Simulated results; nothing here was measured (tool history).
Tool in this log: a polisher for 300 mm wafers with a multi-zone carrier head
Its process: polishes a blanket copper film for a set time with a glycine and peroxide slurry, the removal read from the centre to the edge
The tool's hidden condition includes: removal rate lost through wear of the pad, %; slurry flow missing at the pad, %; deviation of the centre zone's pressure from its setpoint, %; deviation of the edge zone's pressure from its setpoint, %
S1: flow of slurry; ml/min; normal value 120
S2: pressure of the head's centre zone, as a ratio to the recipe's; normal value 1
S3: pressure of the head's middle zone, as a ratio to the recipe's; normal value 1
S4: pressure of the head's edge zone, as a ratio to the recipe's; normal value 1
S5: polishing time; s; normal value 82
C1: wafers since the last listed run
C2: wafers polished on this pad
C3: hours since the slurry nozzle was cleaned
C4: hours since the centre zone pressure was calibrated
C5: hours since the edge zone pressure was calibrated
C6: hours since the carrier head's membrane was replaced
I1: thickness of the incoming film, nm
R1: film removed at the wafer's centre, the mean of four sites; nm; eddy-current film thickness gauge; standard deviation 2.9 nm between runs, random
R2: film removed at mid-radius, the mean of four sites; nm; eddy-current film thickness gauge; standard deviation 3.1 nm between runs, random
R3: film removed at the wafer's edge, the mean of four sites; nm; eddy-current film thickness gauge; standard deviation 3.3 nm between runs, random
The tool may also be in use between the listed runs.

run	hour	S1	S2	S3	S4	S5	C1	C2	C3	C4	C5	C6	I1	R1	R2	R3
1	0	135	1.06	1	1	82	0	1228	673.4	365.2	582.2	47.7	959	264.6	263.7	263.2
2	51.2	120	1	1	1.03	82	665	1894	724.6	416.4	633.4	98.9	949.6	243.8	250.1	262.2
3	118.8	120	1	1	1.03	82	878	2773	792.2	484	701	166.5	955.4	237.4	247.3	248.5
4	176	120	1	1	1.03	82	743	3516	849.4	541.2	758.2	223.7	956.2	235.8	246.6	249.4
# hour 209.4: slurry nozzle cleaned
5	214.8	120	1	0.91	1	82	491	4008	5.4	580	797	262.5	963.7	230.5	223.2	243.5
# hour 245: centre zone pressure recalibrated
6	277.1	120	1	0.91	1	82	783	4792	67.7	32.1	859.3	324.8	964.6	234.7	221.7	244.9
# hour 286.1: worn pad replaced by a new one
# hour 438.9: edge zone pressure recalibrated
7	468.8	120	1	0.91	1	82	2414	2348	259.4	223.8	29.9	516.5	950.2	237.5	229.8	247.7
8	525	120	1	1	1.1	82	730	3079	315.6	280	86.1	572.7	945.9	237.7	237.6	255.3
9	594.7	120	1	1	1	82	906	3985	385.3	349.7	155.8	642.4	932.5	232.1	241	245.2
10	635.9	155	1.03	0.89	0.9	82	535	4521	426.5	390.9	197	683.6	965.8	246.8	228.7	241.7
# hour 690: worn pad replaced by a new one
11	692.9	120	1.06	1.11	1	82	689	37	483.5	447.9	254	740.6	956.7	273	302.8	285.6
12	741.7	90	1	0.91	1	102	634	671	532.3	496.7	302.8	789.4	962.4	289	276.8	313.9
13	776.8	120	1	1	1	82	456	1128	567.4	531.8	337.9	824.5	956.6	247.3	260.6	261.9
14	804.3	120	1	0.91	1	82	357	1485	594.9	559.3	365.4	852	963.1	242.3	233.3	254.8
# hour 855.6: centre zone pressure recalibrated
15	873.8	120	1.04	1	0.96	82	877	2363	664.4	18.2	434.9	921.5	955.2	240.6	244.4	245.4
# hour 903.3: slurry nozzle cleaned
16	931.9	95	1.07	0.94	1.04	82	742	3105	28.6	76.3	493	979.6	943	231.8	219.3	243
17	968.1	135	0.94	1.04	0.91	82	470	3576	64.8	112.5	529.2	1015.8	936.3	232.8	259	240
# hour 1005: carrier head's membrane replaced by a new one
18	1029.4	85	0.95	1	1.04	103	731	4308	126.1	173.8	590.5	24.4	957	252.6	277.2	289.7
# hour 1067.4: worn pad replaced by a new one
19	1079.7	100	1	1.11	1.07	71	601	159	176.4	224.1	640.8	74.7	947.1	212.6	243.1	239.8
20	1105.3	120	1	1	1	82	332	492	202	249.7	666.4	100.3	943.6	254.7	263.1	272.2
21	1168.4	120	1.04	1	0.94	82	820	1312	265.1	312.8	729.5	163.4	941.8	250.2	253.8	253.5
# hour 1211: edge zone pressure recalibrated
22	1356.6	120	1	1	1	82	2420	3733	453.3	501	145.6	351.6	949.8	230.6	242.7	242.5
23	1424.1	120	1	0.97	1	82	877	4610	520.8	568.5	213.1	419.1	962	227.4	237.5	238.4

Each row is a separate what-if for the run after 23, all from the same tool condition, not one after another. Results?
A	1424.5	135	1	1	1	82	5	4615	521.2	568.9	213.5	419.5	947.7	?	?	?
B	1424.5	155	1.11	1	1	82	5	4615	521.2	568.9	213.5	419.5	947.7	?	?	?
C	1424.5	145	0.9	1	1.05	96	5	4615	521.2	568.9	213.5	419.5	947.7	?	?	?

run	R1	R2	R3
A	240.9	246.1	256
B	268.1	252.8	261.1
C	266.2	292.5	310.2
Had the tool no hidden state, the same runs would have come out as:
run	R1	R2	R3
A	276.8	282.8	294.2
B	308.1	290.5	300
C	305.9	336	356.4
